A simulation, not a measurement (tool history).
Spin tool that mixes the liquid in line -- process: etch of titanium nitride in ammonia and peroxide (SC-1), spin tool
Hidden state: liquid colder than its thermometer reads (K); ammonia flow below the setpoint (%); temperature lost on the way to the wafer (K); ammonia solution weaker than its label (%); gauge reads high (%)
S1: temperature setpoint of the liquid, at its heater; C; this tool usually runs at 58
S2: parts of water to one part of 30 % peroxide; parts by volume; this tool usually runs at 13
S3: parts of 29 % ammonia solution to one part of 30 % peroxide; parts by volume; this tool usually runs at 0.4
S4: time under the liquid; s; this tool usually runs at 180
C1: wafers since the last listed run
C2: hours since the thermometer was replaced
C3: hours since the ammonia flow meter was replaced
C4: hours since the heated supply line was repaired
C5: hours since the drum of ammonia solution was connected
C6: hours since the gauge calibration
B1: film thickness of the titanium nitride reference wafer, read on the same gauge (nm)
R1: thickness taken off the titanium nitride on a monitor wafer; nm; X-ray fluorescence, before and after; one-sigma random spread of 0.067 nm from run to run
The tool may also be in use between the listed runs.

run 1 hour=0 | S1=58 S2=13 S3=0.4 S4=180 | C1=0 C2=2057.3 C3=1170.3 C4=1382.9 C5=394.8 C6=65.5 | B1=70.02 | R1=7.35
run 2 hour=9.1 | S1=58 S2=13 S3=0.4 S4=250 | C1=88 C2=2066.4 C3=1179.4 C4=1392 C5=403.9 C6=74.6 | B1=70.02 | R1=10.45
run 3 hour=15.8 | S1=58 S2=13 S3=0.4 S4=250 | C1=65 C2=2073.1 C3=1186.1 C4=1398.7 C5=410.6 C6=81.3 | B1=69.93 | R1=10.38
run 4 hour=28.2 | S1=58 S2=13 S3=0.4 S4=250 | C1=120 C2=2085.5 C3=1198.5 C4=1411.1 C5=423 C6=93.7 | B1=69.98 | R1=10.19
run 5 hour=45.1 | S1=58 S2=13 S3=0.45 S4=180 | C1=164 C2=2102.4 C3=1215.4 C4=1428 C5=439.9 C6=110.6 | B1=69.96 | R1=7.61
run 6 hour=53.1 | S1=58 S2=13 S3=0.45 S4=180 | C1=77 C2=2110.4 C3=1223.4 C4=1436 C5=447.9 C6=118.6 | B1=70.02 | R1=7.63
run 7 hour=67.8 | S1=58 S2=13 S3=0.4 S4=180 | C1=142 C2=2125.1 C3=1238.1 C4=1450.7 C5=462.6 C6=133.3 | B1=70.01 | R1=7.44
run 8 hour=74.1 | S1=58 S2=13 S3=0.4 S4=180 | C1=61 C2=2131.4 C3=1244.4 C4=1457 C5=468.9 C6=139.6 | B1=70.01 | R1=7.37
run 9 hour=80.6 | S1=58 S2=13 S3=0.4 S4=180 | C1=63 C2=2137.9 C3=1250.9 C4=1463.5 C5=475.4 C6=146.1 | B1=70.03 | R1=7.47
run 10 hour=91.3 | S1=58 S2=13 S3=0.4 S4=125 | C1=103 C2=2148.6 C3=1261.6 C4=1474.2 C5=486.1 C6=156.8 | B1=70.01 | R1=5.1
run 11 hour=98.8 | S1=58 S2=13 S3=0.4 S4=125 | C1=72 C2=2156.1 C3=1269.1 C4=1481.7 C5=493.6 C6=164.3 | B1=70.07 | R1=5.2
run 12 hour=113.5 | S1=58 S2=13 S3=0.4 S4=180 | C1=142 C2=2170.8 C3=1283.8 C4=1496.4 C5=508.3 C6=179 | B1=70.02 | R1=7.4
run 13 hour=121.1 | S1=58 S2=13 S3=0.4 S4=180 | C1=73 C2=2178.4 C3=1291.4 C4=1504 C5=515.9 C6=186.6 | B1=70.03 | R1=7.34
run 14 hour=137.8 | S1=58 S2=17 S3=0.4 S4=180 | C1=162 C2=2195.1 C3=1308.1 C4=1520.7 C5=532.6 C6=203.3 | B1=70.05 | R1=6.38
run 15 hour=144.2 | S1=58 S2=13 S3=0.55 S4=180 | C1=62 C2=2201.5 C3=1314.5 C4=1527.1 C5=539 C6=209.7 | B1=69.99 | R1=7.9
-- hour=151.6 heated supply line repaired
run 16 hour=157.3 | S1=49.5 S2=15 S3=0.4 S4=180 | C1=117 C2=2214.6 C3=1327.6 C4=5.7 C5=552.1 C6=222.8 | B1=70 | R1=3.24
-- hour=162.2 gauge calibrated
run 17 hour=167 | S1=49.5 S2=9 S3=0.55 S4=270 | C1=94 C2=2224.3 C3=1337.3 C4=15.4 C5=561.8 C6=4.8 | B1=70.02 | R1=6.74
-- hour=170.2 new drum of ammonia solution connected
run 18 hour=174.8 | S1=58 S2=13 S3=0.4 S4=180 | C1=66 C2=2232.1 C3=1345.1 C4=23.2 C5=4.6 C6=12.6 | B1=69.98 | R1=6.21
run 19 hour=187.7 | S1=62 S2=13 S3=0.4 S4=275 | C1=125 C2=2245 C3=1358 C4=36.1 C5=17.5 C6=25.5 | B1=69.98 | R1=12.67
-- hour=203 heated supply line repaired, repeated, since the last time left the tool worse
run 20 hour=204.8 | S1=58 S2=13 S3=0.4 S4=90 | C1=156 C2=2262.1 C3=1375.1 C4=1.8 C5=34.6 C6=42.6 | B1=69.97 | R1=4.37
-- hour=216.1 ammonia flow meter replaced
run 21 hour=219.2 | S1=58 S2=15.5 S3=0.4 S4=95 | C1=130 C2=2276.5 C3=3.1 C4=16.2 C5=49 C6=57 | B1=70.01 | R1=4.14
-- hour=226.4 thermometer replaced
run 22 hour=230.2 | S1=58 S2=13 S3=0.4 S4=180 | C1=97 C2=3.8 C3=14.1 C4=27.2 C5=60 C6=68 | B1=70.05 | R1=8.54
run 23 hour=247.4 | S1=58 S2=10.5 S3=0.4 S4=180 | C1=167 C2=21 C3=31.3 C4=44.4 C5=77.2 C6=85.2 | B1=69.97 | R1=9.62
run 24 hour=283.1 | S1=58 S2=13 S3=0.4 S4=135 | C1=346 C2=56.7 C3=67 C4=80.1 C5=112.9 C6=120.9 | B1=70 | R1=6.45

Hidden state at the last listed run before each entry between runs and at the first one after, where it differs:
Between runs 15 and 16: heated supply line repaired (hour 151.6)
  temperature lost on the way to the wafer (K): 2.92 -> 5.12
  difference, measured minus the result without the unlogged condition, R1: -1.7 -> -1.42 nm
Between runs 16 and 17: gauge calibrated (hour 162.2)
  temperature lost on the way to the wafer (K): 5.12 -> 5.14
  difference, measured minus the result without the unlogged condition, R1: -1.42 -> -2.97 nm
Between runs 17 and 18: new drum of ammonia solution connected (hour 170.2)
  temperature lost on the way to the wafer (K): 5.14 -> 5.15
  difference, measured minus the result without the unlogged condition, R1: -2.97 -> -2.58 nm
Between runs 19 and 20: heated supply line repaired, repeated, since the last time left the tool worse (hour 203)
  temperature lost on the way to the wafer (K): 5.17 -> 0.529
  difference, measured minus the result without the unlogged condition, R1: -5.14 -> -0.15 nm
Between runs 20 and 21: ammonia flow meter replaced (hour 216.1)
  temperature lost on the way to the wafer (K): 0.529 -> 0.555
  difference, measured minus the result without the unlogged condition, R1: -0.15 -> -0.16 nm
Between runs 21 and 22: thermometer replaced (hour 226.4)
  temperature lost on the way to the wafer (K): 0.555 -> 0.575
  difference, measured minus the result without the unlogged condition, R1: -0.16 -> -0.34 nm
